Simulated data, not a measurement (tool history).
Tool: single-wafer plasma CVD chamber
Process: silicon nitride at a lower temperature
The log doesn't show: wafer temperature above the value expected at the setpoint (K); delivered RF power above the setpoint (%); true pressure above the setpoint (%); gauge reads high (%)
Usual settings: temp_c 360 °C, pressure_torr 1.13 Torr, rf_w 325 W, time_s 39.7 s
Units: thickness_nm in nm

| run | hour | temp_c | pressure_torr | rf_w | time_s | wafers since the last listed run | hours since the last thermocouple change | hours since the last RF generator calibration | hours since the last manometer calibration | hours since the showerhead was replaced | hours since the gauge calibration | read-back reference wafer on the same gauge, thickness_nm | thickness_nm |
|---|---|---|---|---|---|---|---|---|---|---|---|---|---|
| 1 | 0.0 | 360 | 1.13 | 325 | 39.7 | 0 | 693.1 | 1426.1 | 1468.0 | 5763.8 | 463.5 | 36.901 | 39.979 |
| 2 | 68.1 | 360 | 1.13 | 325 | 39.7 | 1491 | 761.2 | 1494.2 | 1536.1 | 5831.9 | 531.6 | 36.891 | 39.857 |
| 3 | 116.3 | 360 | 1.13 | 325 | 39.7 | 1055 | 809.4 | 1542.4 | 1584.3 | 5880.1 | 579.8 | 36.904 | 39.775 |
| 4 | 143.8 | 360 | 1.13 | 325 | 39.7 | 602 | 836.9 | 1569.9 | 1611.8 | 5907.6 | 607.3 | 36.902 | 39.897 |
|  | 163.8 | gauge calibrated |
| 5 | 172.5 | 360 | 1.13 | 325 | 43.8 | 628 | 865.6 | 1598.6 | 1640.5 | 5936.3 | 8.7 | 36.891 | 44.044 |
| 6 | 204.1 | 360 | 1.30 | 325 | 39.7 | 692 | 897.2 | 1630.2 | 1672.1 | 5967.9 | 40.3 | 36.918 | 41.338 |
| 7 | 385.0 | 360 | 1.30 | 325 | 39.7 | 3962 | 1078.1 | 1811.1 | 1853.0 | 6148.8 | 221.2 | 36.919 | 41.144 |
| 8 | 437.9 | 360 | 1.30 | 325 | 39.7 | 1158 | 1131.0 | 1864.0 | 1905.9 | 6201.7 | 274.1 | 36.902 | 41.176 |
| 9 | 487.9 | 360 | 1.13 | 325 | 39.7 | 1095 | 1181.0 | 1914.0 | 1955.9 | 6251.7 | 324.1 | 36.900 | 39.127 |
| 10 | 533.6 | 360 | 1.13 | 325 | 39.7 | 1001 | 1226.7 | 1959.7 | 2001.6 | 6297.4 | 369.8 | 36.907 | 39.055 |
|  | 566.0 | thermocouple changed; heater temperature recalibrated |
| 11 | 578.6 | 349 | 0.96 | 370 | 44.3 | 810 | 12.6 | 2004.7 | 2046.6 | 6342.4 | 414.8 | 36.933 | 45.009 |
|  | 639.6 | capacitance manometer re-zeroed and calibrated |
| 12 | 640.1 | 375 | 1.13 | 305 | 39.7 | 1172 | 74.1 | 2066.2 | 0.5 | 6403.9 | 476.3 | 36.923 | 36.142 |
|  | 648.1 | RF generator calibrated |
| 13 | 680.1 | 354 | 1.03 | 275 | 35.9 | 701 | 114.1 | 32.0 | 40.5 | 6443.9 | 516.3 | 36.920 | 31.148 |
| 14 | 706.0 | 360 | 1.13 | 325 | 42.1 | 567 | 140.0 | 57.9 | 66.4 | 6469.8 | 542.2 | 36.921 | 42.446 |
| 15 | 741.4 | 348 | 1.13 | 375 | 39.7 | 775 | 175.4 | 93.3 | 101.8 | 6505.2 | 577.6 | 36.889 | 44.172 |
|  | 809.6 | showerhead replaced |
| 16 | 810.1 | 360 | 1.13 | 325 | 39.7 | 1329 | 244.1 | 162.0 | 170.5 | 0.5 | 646.3 | 36.905 | 40.084 |
| 17 | 846.2 | 360 | 1.13 | 325 | 39.7 | 790 | 280.2 | 198.1 | 206.6 | 36.6 | 682.4 | 36.839 | 40.061 |
|  | 858.0 | gauge calibrated |
| 18 | 888.1 | 360 | 1.13 | 325 | 39.7 | 917 | 322.1 | 240.0 | 248.5 | 78.5 | 30.1 | 36.894 | 40.361 |
| 19 | 928.9 | 360 | 0.91 | 325 | 34.2 | 893 | 362.9 | 280.8 | 289.3 | 119.3 | 70.9 | 36.900 | 31.971 |
| 20 | 1038.8 | 360 | 1.25 | 290 | 39.7 | 2407 | 472.8 | 390.7 | 399.2 | 229.2 | 180.8 | 36.894 | 38.640 |
| 21 | 1075.0 | 364 | 1.24 | 355 | 37.2 | 793 | 509.0 | 426.9 | 435.4 | 265.4 | 217.0 | 36.917 | 41.152 |

How the hidden state differs across the entries between the runs, from the last listed run before each to the first after it:
Between runs 4 and 5: gauge calibrated (hour 163.8)
  delivered RF power above the setpoint (%): -4.76 -> -4.92; true pressure above the setpoint (%): 7.72 -> 7.75
  measured less the result without the state, thickness_nm: -0.320 -> -0.399 nm
Between runs 10 and 11: thermocouple changed; heater temperature recalibrated (hour 566.0)
  delivered RF power above the setpoint (%): -7.14 -> -7.45; true pressure above the setpoint (%): 8.04 -> 8.07
  measured less the result without the state, thickness_nm: -0.956 -> -1.049 nm
Between runs 11 and 12: capacitance manometer re-zeroed and calibrated (hour 639.6)
  delivered RF power above the setpoint (%): -7.45 -> -7.89; true pressure above the setpoint (%): 8.07 -> 0.417
  measured less the result without the state, thickness_nm: -1.049 -> -2.057 nm
Between runs 12 and 13: RF generator calibrated (hour 648.1)
  delivered RF power above the setpoint (%): -7.89 -> -1.19; true pressure above the setpoint (%): 0.417 -> 0.915
  measured less the result without the state, thickness_nm: -2.057 -> -0.165 nm
Between runs 15 and 16: showerhead replaced (hour 809.6)
  delivered RF power above the setpoint (%): -1.2 -> -1.23; true pressure above the setpoint (%): 1.62 -> 2.34
  measured less the result without the state, thickness_nm: -0.097 -> -0.014 nm
Between runs 17 and 18: gauge calibrated (hour 858.0)
  delivered RF power above the setpoint (%): -1.26 -> -1.29; true pressure above the setpoint (%): 2.69 -> 3.07
  measured less the result without the state, thickness_nm: +0.025 -> +0.066 nm

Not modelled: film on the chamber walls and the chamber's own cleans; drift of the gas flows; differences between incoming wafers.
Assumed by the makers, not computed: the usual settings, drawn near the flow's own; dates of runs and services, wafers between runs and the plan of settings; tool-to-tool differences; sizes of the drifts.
